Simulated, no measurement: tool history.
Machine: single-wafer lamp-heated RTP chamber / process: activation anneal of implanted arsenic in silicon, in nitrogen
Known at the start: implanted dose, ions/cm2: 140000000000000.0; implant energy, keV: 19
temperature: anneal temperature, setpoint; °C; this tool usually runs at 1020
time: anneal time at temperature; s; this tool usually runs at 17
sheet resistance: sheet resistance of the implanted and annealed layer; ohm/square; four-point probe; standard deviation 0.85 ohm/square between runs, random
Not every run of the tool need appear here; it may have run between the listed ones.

run,hour,temperature,time,"read-back reference wafer on the same gauge, sheet resistance",sheet resistance
1,0.0,1020,17,539.31,570.60
2,39.0,1020,17,539.53,571.28
3,98.4,1020,17,539.45,569.55
4,165.6,1020,17,539.94,571.17
# hour 191.2: pyrometer window cleaned and pyrometer calibrated
5,191.9,1020,17,540.01,571.44
6,221.6,1020,17,540.06,570.79
7,267.6,1020,17,540.16,572.41
8,326.8,1020,17,540.42,570.55
# hour 425.2: reflector plate cleaned
# hour 435.1: pyrometer window cleaned and pyrometer calibrated
9,525.0,1020,17,540.97,571.46
10,574.5,1020,17,541.32,572.92
11,610.4,1020,17,541.39,572.54
12,672.6,1020,17,541.83,574.43
# hour 716.6: pyrometer window cleaned and pyrometer calibrated
13,736.0,1020,17,542.08,574.34
14,765.5,992,17,542.04,577.05
# hour 784.6: gauge calibrated
15,837.1,1049,13,535.77,566.61
16,904.3,1020,17,535.98,565.90
17,951.3,993,17,536.27,569.53
# hour 997.0: pyrometer window cleaned and pyrometer calibrated
18,1002.3,1043,11,536.48,567.07
19,1069.4,1020,17,536.78,566.03
20,1104.5,1049,27,536.90,558.96
21,1163.2,1029,24,537.12,563.20
# hour 1192.2: reflector plate cleaned
22,1219.8,993,23,537.39,569.68
23,1244.5,1020,17,537.29,570.15
24,1271.6,1038,22,537.50,563.75
# hour 1302.6: pyrometer window cleaned and pyrometer calibrated
25,1330.7,1020,17,537.82,570.16

Predict each of these 5 candidate next runs independently; none follows another, all start after run 25:
A,1331.1,1012,17,?,?
B,1331.1,995,17,?,?
C,1331.1,1039,21,?,?
D,1331.1,1033,8,?,?
E,1331.1,1036,20,?,?

run,"read-back reference wafer on the same gauge, sheet resistance",sheet resistance
A,537.69,570.34
B,537.69,571.67
C,537.69,565.20
D,537.69,571.97
E,537.69,566.14
With no hidden state in the tool, these same runs would have given:
run,sheet resistance
A,568.52
B,569.85
C,563.40
D,570.15
E,564.33
